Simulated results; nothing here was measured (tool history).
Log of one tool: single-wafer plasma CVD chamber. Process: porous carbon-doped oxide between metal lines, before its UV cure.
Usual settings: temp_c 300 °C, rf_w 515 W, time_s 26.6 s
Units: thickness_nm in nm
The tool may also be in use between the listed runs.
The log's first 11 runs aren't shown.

run,day,temp_c,rf_w,time_s,"read-back reference wafer on the same gauge, thickness_nm",thickness_nm
12,5.629,300,515,26.6,137.998,142.821
13,6.121,300,515,26.6,138.234,141.986
14,6.688,300,515,26.6,138.117,142.398
15,7.354,300,515,26.6,137.787,141.905
16,7.688,300,515,26.6,138.007,141.902
# day 8.258: thermocouple changed; heater temperature recalibrated
17,8.283,300,515,26.6,138.003,142.859
18,8.754,300,515,26.6,137.970,142.114
19,9.383,294,560,24.4,138.040,141.512
20,9.962,287,435,23.3,137.994,119.303
21,11.267,300,515,26.6,138.053,141.193
22,11.554,309,445,30.9,137.924,142.696
# day 11.588: gauge calibrated
# day 12.175: RF generator calibrated
23,13.483,300,515,24.5,137.948,135.893
# day 14.171: showerhead replaced, of another model than before
24,14.192,300,515,26.6,138.075,147.722
25,16.129,304,515,23.4,137.970,128.100
26,16.462,291,515,26.6,138.049,154.422
27,17.100,314,515,29.1,138.108,150.342
28,17.379,300,575,28.6,137.939,164.152
29,19.371,289,445,26.6,138.029,148.455
30,19.667,300,600,28.8,137.745,166.653
31,20.250,300,540,22.6,138.114,127.735
32,20.604,300,515,23.5,137.970,130.527
33,21.550,287,480,28.3,137.849,163.954
34,22.867,300,515,26.6,138.053,146.523
35,23.521,294,470,26.6,137.865,147.128

3 ways to go on from here, each from the tool as it stands after run 35. What would each give?
A,23.538,300,515,29.5,?,?
B,23.538,286,515,26.6,?,?
C,23.538,300,565,26.6,?,?

run,"read-back reference wafer on the same gauge, thickness_nm",thickness_nm
A,138.029,162.405
B,138.029,158.007
C,138.029,151.598
Without the tool's hidden state the same runs would have given:
run,thickness_nm
A,162.547
B,158.145
C,151.730
